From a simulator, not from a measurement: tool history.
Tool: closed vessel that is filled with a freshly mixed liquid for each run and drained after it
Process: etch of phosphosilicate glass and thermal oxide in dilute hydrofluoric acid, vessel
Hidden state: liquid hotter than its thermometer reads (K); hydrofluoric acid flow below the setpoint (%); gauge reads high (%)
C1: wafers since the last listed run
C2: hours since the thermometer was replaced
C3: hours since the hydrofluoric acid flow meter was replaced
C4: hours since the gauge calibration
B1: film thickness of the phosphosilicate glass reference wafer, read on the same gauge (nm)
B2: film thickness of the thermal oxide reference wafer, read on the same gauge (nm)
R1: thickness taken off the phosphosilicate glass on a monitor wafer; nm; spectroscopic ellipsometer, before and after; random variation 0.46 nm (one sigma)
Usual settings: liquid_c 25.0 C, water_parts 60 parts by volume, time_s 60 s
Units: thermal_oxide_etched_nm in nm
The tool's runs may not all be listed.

Run 1, day 0.000: usual settings but liquid_c 28.0 C; C1 0; C2 1269.1; C3 1551.6; C4 2055.2; B1 110.00; B2 120.00. Result: R1 65.22 nm, thermal_oxide_etched_nm 5.56 nm.
At day 0.729: hydrofluoric acid flow meter replaced.
Run 2, day 1.338: usual settings; C1 2567; C2 1301.2; C3 14.6; C4 2087.3; B1 110.01; B2 119.97. Result: R1 62.47 nm, thermal_oxide_etched_nm 5.38 nm.
Run 3, day 2.529: usual settings; C1 2361; C2 1329.8; C3 43.2; C4 2115.9; B1 109.96; B2 120.01. Result: R1 62.76 nm, thermal_oxide_etched_nm 5.32 nm.
Run 4, day 4.958: usual settings but time_s 35 s; C1 4813; C2 1388.1; C3 101.5; C4 2174.2; B1 110.01; B2 120.02. Result: R1 36.66 nm, thermal_oxide_etched_nm 3.11 nm.
Run 5, day 6.754: usual settings; C1 3558; C2 1431.2; C3 144.6; C4 2217.3; B1 110.00; B2 119.96. Result: R1 62.47 nm, thermal_oxide_etched_nm 5.35 nm.
At day 7.154: gauge calibrated.
Run 6, day 8.767: usual settings; C1 3987; C2 1479.5; C3 192.9; C4 38.7; B1 110.01; B2 120.03. Result: R1 61.94 nm, thermal_oxide_etched_nm 5.33 nm.
Run 7, day 10.346: usual settings but water_parts 70 parts by volume; C1 3129; C2 1517.4; C3 230.8; C4 76.6; B1 109.99; B2 119.99. Result: R1 52.90 nm, thermal_oxide_etched_nm 4.48 nm.
Run 8, day 11.567: usual settings; C1 2419; C2 1546.7; C3 260.1; C4 105.9; B1 110.02; B2 119.93. Result: R1 61.69 nm, thermal_oxide_etched_nm 5.29 nm.
At day 13.529: thermometer replaced.
Run 9, day 14.008: usual settings but time_s 70 s; C1 4755; C2 11.5; C3 318.7; C4 164.5; B1 109.99; B2 120.02. Result: R1 72.41 nm, thermal_oxide_etched_nm 6.17 nm.
Run 10, day 15.971: usual settings but time_s 45 s; C1 3888; C2 58.6; C3 365.8; C4 211.6; B1 109.99; B2 119.97. Result: R1 45.71 nm, thermal_oxide_etched_nm 3.98 nm.
Run 11, day 17.721: usual settings; C1 3467; C2 100.6; C3 407.8; C4 253.6; B1 109.98; B2 120.02. Result: R1 61.83 nm, thermal_oxide_etched_nm 5.26 nm.
Run 12, day 18.846: usual settings but liquid_c 28.5 C, water_parts 35 parts by volume, time_s 75 s; C1 2229; C2 127.6; C3 434.8; C4 280.6; B1 110.04; B2 120.01. Result: R1 157.48 nm, thermal_oxide_etched_nm 13.52 nm.
Run 13, day 19.929: usual settings; C1 2146; C2 153.6; C3 460.8; C4 306.6; B1 110.01; B2 120.02. Result: R1 61.12 nm, thermal_oxide_etched_nm 5.24 nm.
Run 14, day 21.138: usual settings but liquid_c 21.5 C, water_parts 40 parts by volume, time_s 35 s; C1 2394; C2 182.6; C3 489.8; C4 335.6; B1 110.00; B2 120.00. Result: R1 47.44 nm, thermal_oxide_etched_nm 4.07 nm.
Run 15, day 22.550: usual settings; C1 2798; C2 216.5; C3 523.7; C4 369.5; B1 110.01; B2 120.00. Result: R1 60.74 nm, thermal_oxide_etched_nm 5.23 nm.
Run 16, day 24.942: usual settings but liquid_c 27.5 C, water_parts 75 parts by volume, time_s 45 s; C1 4739; C2 273.9; C3 581.1; C4 426.9; B1 110.03; B2 120.05. Result: R1 40.10 nm, thermal_oxide_etched_nm 3.40 nm.
Run 17, day 28.812: usual settings but liquid_c 27.5 C, water_parts 80 parts by volume; C1 7670; C2 366.8; C3 674.0; C4 519.8; B1 109.99; B2 119.99. Result: R1 49.14 nm, thermal_oxide_etched_nm 4.21 nm.
Run 18, day 31.621: usual settings; C1 5564; C2 434.2; C3 741.4; C4 587.2; B1 110.03; B2 120.01. Result: R1 60.71 nm, thermal_oxide_etched_nm 5.19 nm.
Run 19, day 37.379: usual settings; C1 11410; C2 572.4; C3 879.6; C4 725.4; B1 110.00; B2 120.00. Result: R1 59.45 nm, thermal_oxide_etched_nm 5.15 nm.
Run 20, day 38.988: usual settings but water_parts 40 parts by volume; C1 3187; C2 611.0; C3 918.2; C4 764.0; B1 110.03; B2 120.01. Result: R1 91.90 nm, thermal_oxide_etched_nm 7.88 nm.
Run 21, day 40.133: usual settings but liquid_c 21.0 C; C1 2270; C2 638.5; C3 945.7; C4 791.5; B1 110.00; B2 119.96. Result: R1 50.98 nm, thermal_oxide_etched_nm 4.38 nm.
Run 22, day 41.742: usual settings but liquid_c 22.5 C; C1 3187; C2 677.1; C3 984.3; C4 830.1; B1 109.98; B2 120.01. Result: R1 53.97 nm, thermal_oxide_etched_nm 4.57 nm.
Run 23, day 43.017: usual settings but liquid_c 27.0 C, time_s 70 s; C1 2526; C2 707.7; C3 1014.9; C4 860.7; B1 110.00; B2 120.02. Result: R1 75.41 nm, thermal_oxide_etched_nm 6.44 nm.
Run 24, day 44.217: usual settings but water_parts 90 parts by volume; C1 2377; C2 736.5; C3 1043.7; C4 889.5; B1 110.02; B2 120.01. Result: R1 37.80 nm, thermal_oxide_etched_nm 3.24 nm.
Run 25, day 45.546: usual settings but liquid_c 28.0 C, water_parts 35 parts by volume, time_s 75 s; C1 2633; C2 768.4; C3 1075.6; C4 921.4; B1 110.00; B2 120.00. Result: R1 147.88 nm, thermal_oxide_etched_nm 12.79 nm.
Run 26, day 47.050: usual settings but liquid_c 22.5 C, water_parts 45 parts by volume, time_s 70 s; C1 2980; C2 804.5; C3 1111.7; C4 957.5; B1 109.98; B2 119.98. Result: R1 85.52 nm, thermal_oxide_etched_nm 7.32 nm.

Forecast each of these 4 alternatives for the next run:
Run A, day 47.079: usual settings; C1 57; C2 805.2; C3 1112.4; C4 958.2; B1 ?; B2 ?. Result: R1 ?, thermal_oxide_etched_nm ?.
Run B, day 47.079: usual settings but water_parts 35 parts by volume; C1 57; C2 805.2; C3 1112.4; C4 958.2; B1 ?; B2 ?. Result: R1 ?, thermal_oxide_etched_nm ?.
Run C, day 47.079: usual settings but liquid_c 22.0 C, time_s 90 s; C1 57; C2 805.2; C3 1112.4; C4 958.2; B1 ?; B2 ?. Result: R1 ?, thermal_oxide_etched_nm ?.
Run D, day 47.079: usual settings but liquid_c 28.0 C, water_parts 40 parts by volume; C1 57; C2 805.2; C3 1112.4; C4 958.2; B1 ?; B2 ?. Result: R1 ?, thermal_oxide_etched_nm ?.

run      B1      B2      R1  thermal_oxide_etched_nm
  A  109.99  120.03   59.16                     5.03
  B  109.99  120.03  105.13                     8.93
  C  109.99  120.03   78.49                     6.67
  D  109.99  120.03  103.13                     8.76
Without the tool's hidden state the same runs would have given:
run      R1  thermal_oxide_etched_nm
  A   63.03                     5.36
  B  111.79                     9.50
  C   83.60                     7.10
  D  109.76                     9.33
